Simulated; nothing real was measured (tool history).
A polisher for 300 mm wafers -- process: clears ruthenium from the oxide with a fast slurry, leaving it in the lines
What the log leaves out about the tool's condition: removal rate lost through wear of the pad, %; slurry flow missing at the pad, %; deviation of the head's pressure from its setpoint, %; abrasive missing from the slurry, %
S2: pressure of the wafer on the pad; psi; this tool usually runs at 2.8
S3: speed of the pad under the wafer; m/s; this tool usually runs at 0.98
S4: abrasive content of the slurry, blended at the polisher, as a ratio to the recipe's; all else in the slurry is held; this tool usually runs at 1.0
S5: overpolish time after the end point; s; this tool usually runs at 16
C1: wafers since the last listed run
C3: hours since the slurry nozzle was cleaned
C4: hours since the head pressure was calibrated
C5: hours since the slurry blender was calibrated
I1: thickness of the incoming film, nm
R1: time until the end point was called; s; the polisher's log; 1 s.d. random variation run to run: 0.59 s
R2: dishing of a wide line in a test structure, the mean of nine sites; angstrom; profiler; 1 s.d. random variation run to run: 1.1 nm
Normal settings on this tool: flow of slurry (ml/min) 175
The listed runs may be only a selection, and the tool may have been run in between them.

{"run": 1, "hour": 0.0, "flow of slurry (ml/min)": 175, "S2": 2.8, "S3": 0.98, "S4": 1.0, "S5": 16, "C1": 0, "wafers polished on this pad": 621, "C3": 351.8, "C4": 479.5, "C5": 110.0, "I1": 131.2, "R1": 46.1, "R2": 419}
{"run": 2, "hour": 34.2, "flow of slurry (ml/min)": 195, "S2": 2.8, "S3": 0.98, "S4": 1.0, "S5": 24, "C1": 203, "wafers polished on this pad": 824, "C3": 386.0, "C4": 513.7, "C5": 144.2, "I1": 132.3, "R1": 46.4, "R2": 588}
{"run": 3, "hour": 59.5, "flow of slurry (ml/min)": 195, "S2": 2.8, "S3": 0.98, "S4": 1.0, "S5": 24, "C1": 150, "wafers polished on this pad": 975, "C3": 411.3, "C4": 539.0, "C5": 169.5, "I1": 131.4, "R1": 46.3, "R2": 594}
{"run": 4, "hour": 92.6, "flow of slurry (ml/min)": 195, "S2": 2.8, "S3": 0.98, "S4": 1.0, "S5": 24, "C1": 196, "wafers polished on this pad": 1171, "C3": 444.4, "C4": 572.1, "C5": 202.6, "I1": 130.5, "R1": 46.6, "R2": 585}
{"hour": 105.3, "done": "worn pad replaced by a new one"}
{"hour": 110.5, "done": "slurry blender recalibrated"}
{"run": 5, "hour": 116.5, "flow of slurry (ml/min)": 155, "S2": 2.8, "S3": 0.98, "S4": 1.0, "S5": 19, "C1": 106, "wafers polished on this pad": 54, "C3": 468.3, "C4": 596.0, "C5": 6.0, "I1": 132.5, "R1": 44.0, "R2": 532}
{"run": 6, "hour": 130.4, "flow of slurry (ml/min)": 155, "S2": 2.8, "S3": 0.98, "S4": 1.0, "S5": 19, "C1": 82, "wafers polished on this pad": 137, "C3": 482.2, "C4": 609.9, "C5": 19.9, "I1": 129.7, "R1": 43.8, "R2": 508}
{"run": 7, "hour": 161.8, "flow of slurry (ml/min)": 175, "S2": 2.8, "S3": 0.8, "S4": 1.1, "S5": 16, "C1": 186, "wafers polished on this pad": 323, "C3": 513.6, "C4": 641.3, "C5": 51.3, "I1": 129.6, "R1": 51.3, "R2": 372}
{"hour": 177.1, "done": "head pressure recalibrated"}
{"run": 8, "hour": 185.5, "flow of slurry (ml/min)": 135, "S2": 2.8, "S3": 1.22, "S4": 0.9, "S5": 23, "C1": 129, "wafers polished on this pad": 452, "C3": 537.3, "C4": 8.4, "C5": 75.0, "I1": 130.0, "R1": 38.1, "R2": 694}
{"run": 9, "hour": 198.7, "flow of slurry (ml/min)": 175, "S2": 3.7, "S3": 0.98, "S4": 1.2, "S5": 16, "C1": 78, "wafers polished on this pad": 531, "C3": 550.5, "C4": 21.6, "C5": 88.2, "I1": 131.6, "R1": 28.2, "R2": 645}
{"hour": 212.7, "done": "slurry nozzle cleaned"}
{"run": 10, "hour": 231.1, "flow of slurry (ml/min)": 175, "S2": 2.8, "S3": 0.98, "S4": 1.0, "S5": 16, "C1": 186, "wafers polished on this pad": 717, "C3": 18.4, "C4": 54.0, "C5": 120.6, "I1": 127.3, "R1": 42.2, "R2": 442}
{"hour": 262.6, "done": "worn pad replaced by a new one"}
{"run": 11, "hour": 263.1, "flow of slurry (ml/min)": 175, "S2": 2.8, "S3": 1.26, "S4": 1.0, "S5": 12, "C1": 166, "wafers polished on this pad": 3, "C3": 50.4, "C4": 86.0, "C5": 152.6, "I1": 129.5, "R1": 28.6, "R2": 471}
{"run": 12, "hour": 297.7, "flow of slurry (ml/min)": 175, "S2": 3.6, "S3": 0.98, "S4": 1.0, "S5": 16, "C1": 205, "wafers polished on this pad": 208, "C3": 85.0, "C4": 120.6, "C5": 187.2, "I1": 132.0, "R1": 31.8, "R2": 602}
{"run": 13, "hour": 323.1, "flow of slurry (ml/min)": 195, "S2": 2.8, "S3": 0.98, "S4": 0.9, "S5": 16, "C1": 150, "wafers polished on this pad": 359, "C3": 110.4, "C4": 146.0, "C5": 212.6, "I1": 132.1, "R1": 44.2, "R2": 420}
{"run": 14, "hour": 338.3, "flow of slurry (ml/min)": 175, "S2": 3.7, "S3": 0.98, "S4": 1.0, "S5": 16, "C1": 90, "wafers polished on this pad": 450, "C3": 125.6, "C4": 161.2, "C5": 227.8, "I1": 127.8, "R1": 30.9, "R2": 575}

Hidden state at the last listed run before each entry between runs and at the first one after, where it differs:
Logged between run 4 and run 5: worn pad replaced by a new one (hour 105.3); slurry blender recalibrated (hour 110.5)
  removal rate lost through wear of the pad, %: 13.1 -> 3.07; deviation of the head's pressure from its setpoint, %: -9.98 -> -10.8
  difference, measured minus the result without the unlogged condition, R1: +9.9 -> +5.6 s; R2: -128 -> -67 angstrom
Logged between run 7 and run 8: head pressure recalibrated (hour 177.1)
  removal rate lost through wear of the pad, %: 8.59 -> 10.2; deviation of the head's pressure from its setpoint, %: -12.5 -> 0.312
  difference, measured minus the result without the unlogged condition, R1: +9.9 -> +3.8 s; R2: -78 -> -62 angstrom
Logged between run 9 and run 10: slurry nozzle cleaned (hour 212.7)
  removal rate lost through wear of the pad, %: 10.9 -> 12; deviation of the head's pressure from its setpoint, %: 0.3 -> 0.228
  difference, measured minus the result without the unlogged condition, R1: +3.0 -> +5.0 s; R2: -63 -> -52 angstrom
Logged between run 10 and run 11: worn pad replaced by a new one (hour 262.6)
  removal rate lost through wear of the pad, %: 12 -> 0.606; deviation of the head's pressure from its setpoint, %: 0.228 -> 0.0955
  difference, measured minus the result without the unlogged condition, R1: +5.0 -> +0.2 s; R2: -52 -> -2 angstrom
